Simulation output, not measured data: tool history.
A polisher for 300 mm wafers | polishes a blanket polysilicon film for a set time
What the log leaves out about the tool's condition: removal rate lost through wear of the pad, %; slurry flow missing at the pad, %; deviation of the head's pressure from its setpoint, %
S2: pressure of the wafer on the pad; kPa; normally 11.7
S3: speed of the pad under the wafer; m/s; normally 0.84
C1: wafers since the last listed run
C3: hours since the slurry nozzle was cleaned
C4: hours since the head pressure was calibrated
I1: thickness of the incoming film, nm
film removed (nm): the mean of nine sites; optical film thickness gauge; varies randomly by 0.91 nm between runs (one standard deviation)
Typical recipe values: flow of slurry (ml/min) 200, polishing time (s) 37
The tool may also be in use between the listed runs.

{"run": 1, "hour": 0.0, "flow of slurry (ml/min)": 200, "S2": 11.7, "S3": 0.84, "polishing time (s)": 37, "C1": 0, "wafers polished on this pad": 167, "C3": 180.7, "C4": 242.8, "I1": 2331.4, "film removed (nm)": 130.9}
{"run": 2, "hour": 8.6, "flow of slurry (ml/min)": 200, "S2": 11.7, "S3": 0.84, "polishing time (s)": 37, "C1": 117, "wafers polished on this pad": 285, "C3": 189.3, "C4": 251.4, "I1": 2354.5, "film removed (nm)": 129.8}
{"run": 3, "hour": 37.7, "flow of slurry (ml/min)": 200, "S2": 11.7, "S3": 0.84, "polishing time (s)": 37, "C1": 398, "wafers polished on this pad": 684, "C3": 218.4, "C4": 280.5, "I1": 2334, "film removed (nm)": 126.1}
{"run": 4, "hour": 46.4, "flow of slurry (ml/min)": 200, "S2": 11.7, "S3": 0.84, "polishing time (s)": 37, "C1": 119, "wafers polished on this pad": 803, "C3": 227.1, "C4": 289.2, "I1": 2385.1, "film removed (nm)": 124.3}
{"run": 5, "hour": 56.1, "flow of slurry (ml/min)": 150, "S2": 11.7, "S3": 0.84, "polishing time (s)": 37, "C1": 132, "wafers polished on this pad": 936, "C3": 236.8, "C4": 298.9, "I1": 2337.9, "film removed (nm)": 118.4}
{"run": 6, "hour": 62.5, "flow of slurry (ml/min)": 200, "S2": 11.7, "S3": 0.84, "polishing time (s)": 37, "C1": 87, "wafers polished on this pad": 1024, "C3": 243.2, "C4": 305.3, "I1": 2345.7, "film removed (nm)": 123.8}
{"run": 7, "hour": 79.4, "flow of slurry (ml/min)": 200, "S2": 9.7, "S3": 0.84, "polishing time (s)": 37, "C1": 231, "wafers polished on this pad": 1255, "C3": 260.1, "C4": 322.2, "I1": 2351.8, "film removed (nm)": 101.9}
{"hour": 84.8, "done": "worn pad replaced by a new one"}
{"run": 8, "hour": 87.9, "flow of slurry (ml/min)": 200, "S2": 9.7, "S3": 0.84, "polishing time (s)": 37, "C1": 61, "wafers polished on this pad": 42, "C3": 268.6, "C4": 330.7, "I1": 2386, "film removed (nm)": 111.1}
{"run": 9, "hour": 98.4, "flow of slurry (ml/min)": 200, "S2": 11.7, "S3": 0.84, "polishing time (s)": 37, "C1": 143, "wafers polished on this pad": 186, "C3": 279.1, "C4": 341.2, "I1": 2330.3, "film removed (nm)": 130.8}
{"run": 10, "hour": 106.4, "flow of slurry (ml/min)": 200, "S2": 11.7, "S3": 0.84, "polishing time (s)": 37, "C1": 109, "wafers polished on this pad": 296, "C3": 287.1, "C4": 349.2, "I1": 2309.9, "film removed (nm)": 128.1}
{"run": 11, "hour": 117.0, "flow of slurry (ml/min)": 175, "S2": 11.7, "S3": 0.84, "polishing time (s)": 37, "C1": 145, "wafers polished on this pad": 441, "C3": 297.7, "C4": 359.8, "I1": 2323.3, "film removed (nm)": 123.6}
{"run": 12, "hour": 128.5, "flow of slurry (ml/min)": 175, "S2": 11.7, "S3": 0.84, "polishing time (s)": 37, "C1": 157, "wafers polished on this pad": 598, "C3": 309.2, "C4": 371.3, "I1": 2391.3, "film removed (nm)": 123.1}
{"run": 13, "hour": 141.7, "flow of slurry (ml/min)": 200, "S2": 11.7, "S3": 0.84, "polishing time (s)": 37, "C1": 180, "wafers polished on this pad": 779, "C3": 322.4, "C4": 384.5, "I1": 2361.7, "film removed (nm)": 124.3}
{"run": 14, "hour": 151.6, "flow of slurry (ml/min)": 200, "S2": 11.7, "S3": 0.84, "polishing time (s)": 37, "C1": 135, "wafers polished on this pad": 915, "C3": 332.3, "C4": 394.4, "I1": 2361.3, "film removed (nm)": 123.9}
{"hour": 176.4, "done": "worn pad replaced by a new one"}
{"run": 15, "hour": 185.4, "flow of slurry (ml/min)": 200, "S2": 11.7, "S3": 0.84, "polishing time (s)": 37, "C1": 408, "wafers polished on this pad": 123, "C3": 366.1, "C4": 428.2, "I1": 2345.9, "film removed (nm)": 131}
{"run": 16, "hour": 205.7, "flow of slurry (ml/min)": 200, "S2": 11.7, "S3": 0.84, "polishing time (s)": 37, "C1": 278, "wafers polished on this pad": 401, "C3": 386.4, "C4": 448.5, "I1": 2320.6, "film removed (nm)": 126.4}
{"run": 17, "hour": 220.9, "flow of slurry (ml/min)": 200, "S2": 11.7, "S3": 0.84, "polishing time (s)": 37, "C1": 208, "wafers polished on this pad": 609, "C3": 401.6, "C4": 463.7, "I1": 2339.3, "film removed (nm)": 123.8}
{"run": 18, "hour": 233.9, "flow of slurry (ml/min)": 200, "S2": 11.7, "S3": 0.84, "polishing time (s)": 37, "C1": 178, "wafers polished on this pad": 787, "C3": 414.6, "C4": 476.7, "I1": 2367.7, "film removed (nm)": 122.8}
{"run": 19, "hour": 250.3, "flow of slurry (ml/min)": 200, "S2": 11.7, "S3": 0.66, "polishing time (s)": 37, "C1": 224, "wafers polished on this pad": 1012, "C3": 431, "C4": 493.1, "I1": 2384.9, "film removed (nm)": 95.5}
{"hour": 251.6, "done": "slurry nozzle cleaned"}
{"run": 20, "hour": 259.5, "flow of slurry (ml/min)": 200, "S2": 11.7, "S3": 0.84, "polishing time (s)": 32, "C1": 112, "wafers polished on this pad": 1124, "C3": 7.9, "C4": 502.3, "I1": 2382.2, "film removed (nm)": 104.4}
{"run": 21, "hour": 267.5, "flow of slurry (ml/min)": 200, "S2": 11.7, "S3": 0.84, "polishing time (s)": 37, "C1": 109, "wafers polished on this pad": 1234, "C3": 15.9, "C4": 510.3, "I1": 2385.7, "film removed (nm)": 121.2}
{"run": 22, "hour": 281.3, "flow of slurry (ml/min)": 200, "S2": 11.7, "S3": 0.74, "polishing time (s)": 27, "C1": 189, "wafers polished on this pad": 1423, "C3": 29.7, "C4": 524.1, "I1": 2318.7, "film removed (nm)": 77.3}
{"hour": 289.8, "done": "worn pad replaced by a new one"}
{"run": 23, "hour": 293.5, "flow of slurry (ml/min)": 220, "S2": 11.7, "S3": 1.12, "polishing time (s)": 25, "C1": 112, "wafers polished on this pad": 50, "C3": 41.9, "C4": 536.3, "I1": 2319.2, "film removed (nm)": 122.4}
{"hour": 295.8, "done": "head pressure recalibrated"}
{"run": 24, "hour": 301.1, "flow of slurry (ml/min)": 150, "S2": 15.9, "S3": 0.64, "polishing time (s)": 29, "C1": 76, "wafers polished on this pad": 126, "C3": 49.5, "C4": 5.3, "I1": 2345.9, "film removed (nm)": 101.7}
{"run": 25, "hour": 309.0, "flow of slurry (ml/min)": 200, "S2": 11.7, "S3": 1.02, "polishing time (s)": 27, "C1": 108, "wafers polished on this pad": 235, "C3": 57.4, "C4": 13.2, "I1": 2318.8, "film removed (nm)": 114.8}
{"run": 26, "hour": 323.8, "flow of slurry (ml/min)": 200, "S2": 8.3, "S3": 0.58, "polishing time (s)": 29, "C1": 202, "wafers polished on this pad": 437, "C3": 72.2, "C4": 28, "I1": 2334.8, "film removed (nm)": 49.3}
{"run": 27, "hour": 330.3, "flow of slurry (ml/min)": 245, "S2": 7.6, "S3": 0.96, "polishing time (s)": 42, "C1": 89, "wafers polished on this pad": 526, "C3": 78.7, "C4": 34.5, "I1": 2349.2, "film removed (nm)": 113.5}
{"run": 28, "hour": 337.7, "flow of slurry (ml/min)": 200, "S2": 8.3, "S3": 0.84, "polishing time (s)": 47, "C1": 101, "wafers polished on this pad": 628, "C3": 86.1, "C4": 41.9, "I1": 2320, "film removed (nm)": 115}
{"run": 29, "hour": 344.8, "flow of slurry (ml/min)": 180, "S2": 9.7, "S3": 0.84, "polishing time (s)": 27, "C1": 97, "wafers polished on this pad": 725, "C3": 93.2, "C4": 49, "I1": 2358, "film removed (nm)": 75.3}
{"run": 30, "hour": 354.6, "flow of slurry (ml/min)": 150, "S2": 11.7, "S3": 0.84, "polishing time (s)": 37, "C1": 134, "wafers polished on this pad": 859, "C3": 103, "C4": 58.8, "I1": 2347, "film removed (nm)": 119.8}
{"run": 31, "hour": 369.4, "flow of slurry (ml/min)": 245, "S2": 15.2, "S3": 0.98, "polishing time (s)": 37, "C1": 202, "wafers polished on this pad": 1062, "C3": 117.8, "C4": 73.6, "I1": 2368.2, "film removed (nm)": 191.4}
{"run": 32, "hour": 385.5, "flow of slurry (ml/min)": 200, "S2": 7.6, "S3": 0.84, "polishing time (s)": 37, "C1": 220, "wafers polished on this pad": 1283, "C3": 133.9, "C4": 89.7, "I1": 2330.1, "film removed (nm)": 82}
{"hour": 406.4, "done": "worn pad replaced by a new one"}
{"run": 33, "hour": 406.9, "flow of slurry (ml/min)": 220, "S2": 11.7, "S3": 1.12, "polishing time (s)": 25, "C1": 238, "wafers polished on this pad": 6, "C3": 155.3, "C4": 111.1, "I1": 2344.3, "film removed (nm)": 125.1}
{"run": 34, "hour": 414.3, "flow of slurry (ml/min)": 200, "S2": 11.7, "S3": 0.84, "polishing time (s)": 37, "C1": 101, "wafers polished on this pad": 108, "C3": 162.7, "C4": 118.5, "I1": 2332.8, "film removed (nm)": 133.7}

Consider 4 possible next runs. They are alternatives, not a sequence: every one starts from the tool as it was left by run 34. What does each give?
{"run": "A", "hour": 414.7, "flow of slurry (ml/min)": 200, "S2": 11.7, "S3": 0.68, "polishing time (s)": 37, "C1": 5, "wafers polished on this pad": 113, "C3": 163.1, "C4": 118.9, "I1": 2349.4, "film removed (nm)": "?"}
{"run": "B", "hour": 414.7, "flow of slurry (ml/min)": 200, "S2": 11.7, "S3": 0.96, "polishing time (s)": 37, "C1": 5, "wafers polished on this pad": 113, "C3": 163.1, "C4": 118.9, "I1": 2349.4, "film removed (nm)": "?"}
{"run": "C", "hour": 414.7, "flow of slurry (ml/min)": 270, "S2": 11.7, "S3": 0.74, "polishing time (s)": 37, "C1": 5, "wafers polished on this pad": 113, "C3": 163.1, "C4": 118.9, "I1": 2349.4, "film removed (nm)": "?"}
{"run": "D", "hour": 414.7, "flow of slurry (ml/min)": 200, "S2": 11.7, "S3": 0.58, "polishing time (s)": 37, "C1": 5, "wafers polished on this pad": 113, "C3": 163.1, "C4": 118.9, "I1": 2349.4, "film removed (nm)": "?"}

run=A film_removed_(nm)=106.6
run=B film_removed_(nm)=150.5
run=C film_removed_(nm)=120.2
run=D film_removed_(nm)=90.9
The same runs, with their run-to-run variation unchanged, on a tool lacking any hidden condition would have given:
run=A film_removed_(nm)=109.3
run=B film_removed_(nm)=154.3
run=C film_removed_(nm)=123.3
run=D film_removed_(nm)=93.2
